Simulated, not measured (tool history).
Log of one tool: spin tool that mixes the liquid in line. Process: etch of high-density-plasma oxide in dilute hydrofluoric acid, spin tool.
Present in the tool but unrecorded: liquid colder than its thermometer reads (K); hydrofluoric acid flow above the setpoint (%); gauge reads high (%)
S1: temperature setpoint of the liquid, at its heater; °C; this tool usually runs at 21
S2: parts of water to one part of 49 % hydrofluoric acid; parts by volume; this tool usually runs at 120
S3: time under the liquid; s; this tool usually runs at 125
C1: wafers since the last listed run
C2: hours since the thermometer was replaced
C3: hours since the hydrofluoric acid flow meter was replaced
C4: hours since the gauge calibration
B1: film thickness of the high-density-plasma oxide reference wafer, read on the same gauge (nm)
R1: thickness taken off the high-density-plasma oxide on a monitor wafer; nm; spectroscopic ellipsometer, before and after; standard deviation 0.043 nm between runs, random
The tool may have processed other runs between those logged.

run	hour	S1	S2	S3	C1	C2	C3	C4	B1	R1
1	0	21	120	80	0	1390.5	473.5	459.5	69.964	2.927
2	17.5	21	120	80	117	1408	491	477	69.998	2.898
# hour 27.1: gauge calibrated
3	38.4	19	120	75	140	1428.9	511.9	11.3	69.955	2.525
4	66.1	21	120	125	186	1456.6	539.6	39	69.976	4.534
5	82.2	21	120	125	108	1472.7	555.7	55.1	69.988	4.571
6	104.8	21	120	125	152	1495.3	578.3	77.7	70.043	4.525
7	131	19	120	125	176	1521.5	604.5	103.9	70.032	4.117
8	150.9	21	120	125	133	1541.4	624.4	123.8	70.019	4.557
9	168.4	17	105	125	117	1558.9	641.9	141.3	69.999	4.442
10	200.3	17	105	125	214	1590.8	673.8	173.2	70.001	4.49
11	213.8	19.5	120	145	90	1604.3	687.3	186.7	69.962	4.976
12	240.6	19.5	120	145	180	1631.1	714.1	213.5	69.983	4.856
13	253.2	21	120	125	84	1643.7	726.7	226.1	69.999	4.516
14	280.1	21	120	125	181	1670.6	753.6	253	70.006	4.542
# hour 289.6: thermometer replaced
15	313.1	21	120	125	215	23.5	786.6	286	70.007	4.291
16	335	19.5	70	190	147	45.4	808.5	307.9	70.015	11.021
17	364.8	21	120	125	200	75.2	838.3	337.7	70.016	4.259
18	383.9	21	120	125	128	94.3	857.4	356.8	69.986	4.189
19	404	17.5	105	195	135	114.4	877.5	376.9	70.018	6.658
# hour 420.7: thermometer replaced, repeated, since the last time left the tool worse
20	435.7	21	120	125	206	15	909.2	408.6	70.003	4.822
21	470.5	23.5	120	125	234	49.8	944	443.4	70.045	5.331
22	505.3	24	170	155	234	84.6	978.8	478.2	69.97	4.436
# hour 519.3: gauge calibrated
23	525.6	24.5	160	65	136	104.9	999.1	6.3	69.964	2.074
# hour 553.7: hydrofluoric acid flow meter replaced
24	555.2	19.5	70	190	192	134.5	1.5	35.9	70.015	12.326
25	573.9	17.5	90	160	125	153.2	20.2	54.6	69.989	7.296
26	587.8	21	140	180	93	167.1	34.1	68.5	69.976	5.706
27	615.1	21	120	125	183	194.4	61.4	95.8	70.01	4.791
28	627.8	21	120	125	85	207.1	74.1	108.5	70.017	4.739
29	654.4	25.5	120	185	179	233.7	100.7	135.1	69.975	8.446
30	682.8	25.5	120	125	191	262.1	129.1	163.5	70.008	5.697
31	711.1	26	150	175	190	290.4	157.4	191.8	69.993	6.217

Alternative continuations, all from the tool just after run 31; predict every row:
A	711.6	21	65	125	3	290.9	157.9	192.3	?	?
B	711.6	25	90	175	3	290.9	157.9	192.3	?	?
C	711.6	26	75	195	3	290.9	157.9	192.3	?	?
D	711.6	17.5	100	55	3	290.9	157.9	192.3	?	?
E	711.6	26	120	70	3	290.9	157.9	192.3	?	?

run	B1	R1
A	70.017	9.313
B	70.017	10.748
C	70.017	15.248
D	70.017	2.212
E	70.017	3.229
Had the tool no hidden state, the same runs would have come out as:
run	R1
A	9.447
B	10.893
C	15.455
D	2.243
E	3.271
